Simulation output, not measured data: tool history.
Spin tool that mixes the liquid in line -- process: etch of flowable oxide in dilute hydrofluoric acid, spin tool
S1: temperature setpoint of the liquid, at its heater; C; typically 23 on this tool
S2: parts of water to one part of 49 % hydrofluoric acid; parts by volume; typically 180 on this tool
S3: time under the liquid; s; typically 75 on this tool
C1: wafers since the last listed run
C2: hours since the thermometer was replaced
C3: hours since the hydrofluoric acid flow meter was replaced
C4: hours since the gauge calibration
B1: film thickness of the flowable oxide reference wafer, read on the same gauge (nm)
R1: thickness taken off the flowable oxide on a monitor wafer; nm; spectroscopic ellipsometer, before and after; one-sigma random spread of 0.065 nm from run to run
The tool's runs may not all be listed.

run,hour,S1,S2,S3,C1,C2,C3,C4,B1,R1
1,0,23,180,75,0,320.3,1613.5,390.9,69.99,15.95
2,12.6,23,180,75,179,332.9,1626.1,403.5,70,15.92
# hour 24.2: gauge calibrated
3,29.3,23,180,75,238,349.6,1642.8,5.1,70.01,15.93
4,53.7,21,180,75,347,374,1667.2,29.5,70.04,14.85
5,67.2,23,180,75,192,387.5,1680.7,43,70,15.98
6,87.6,23,245,75,290,407.9,1701.1,63.4,70,11.02
7,118.1,23,245,75,434,438.4,1731.6,93.9,70.01,11.03
8,144.3,23,245,75,373,464.6,1757.8,120.1,69.98,11.1
9,170.4,20,145,75,371,490.7,1783.9,146.2,70.01,18.42
10,187.3,20,145,75,240,507.6,1800.8,163.1,69.97,18.69
11,203.6,20,145,75,232,523.9,1817.1,179.4,69.97,18.61
12,232.4,23,180,75,410,552.7,1845.9,208.2,69.99,16.15
13,268.3,23,180,75,511,588.6,1881.8,244.1,70.02,16.22
14,293,23,245,75,352,613.3,1906.5,268.8,70.01,11.16
15,320.4,23,250,75,390,640.7,1933.9,296.2,70,10.84
16,339.6,23,180,110,273,659.9,1953.1,315.4,70.02,23.81
17,359.6,23,180,75,285,679.9,1973.1,335.4,70,16.3
18,393.4,21.5,180,75,481,713.7,2006.9,369.2,70.01,15.42
19,410.4,27.5,120,105,242,730.7,2023.9,386.2,69.98,43.57
20,429,18.5,180,100,265,749.3,2042.5,404.8,69.97,18.27
# hour 445.3: hydrofluoric acid flow meter replaced
21,451.3,23,255,60,303,771.6,6,427.1,70.01,8.51
# hour 457: gauge calibrated
22,477.1,23,225,75,367,797.4,31.8,20.1,69.98,12.5
# hour 479.6: thermometer replaced
23,496.9,23,180,75,267,17.3,51.6,39.9,70.02,15.6
24,524.5,25.5,115,105,393,44.9,79.2,67.5,70.01,40.96
25,559.2,23,255,110,494,79.6,113.9,102.2,70.01,15
26,585.8,25,180,75,379,106.2,140.5,128.8,70,16.83
27,675.9,26.5,135,75,1284,196.3,230.6,218.9,70.02,25.46

Branching from run 27: 4 alternative next runs. What would each branch give?
A,676.3,23,180,115,5,196.7,231,219.3,?,?
B,676.3,26.5,180,40,5,196.7,231,219.3,?,?
C,676.3,23,180,95,5,196.7,231,219.3,?,?
D,676.3,20,115,110,5,196.7,231,219.3,?,?

run,B1,R1
A,70,24.09
B,70,9.54
C,70,19.9
D,70,34.43
Take away the tool's hidden state, keep each run's random variation, and the runs would have read:
run,R1
A,23.79
B,9.43
C,19.66
D,33.97
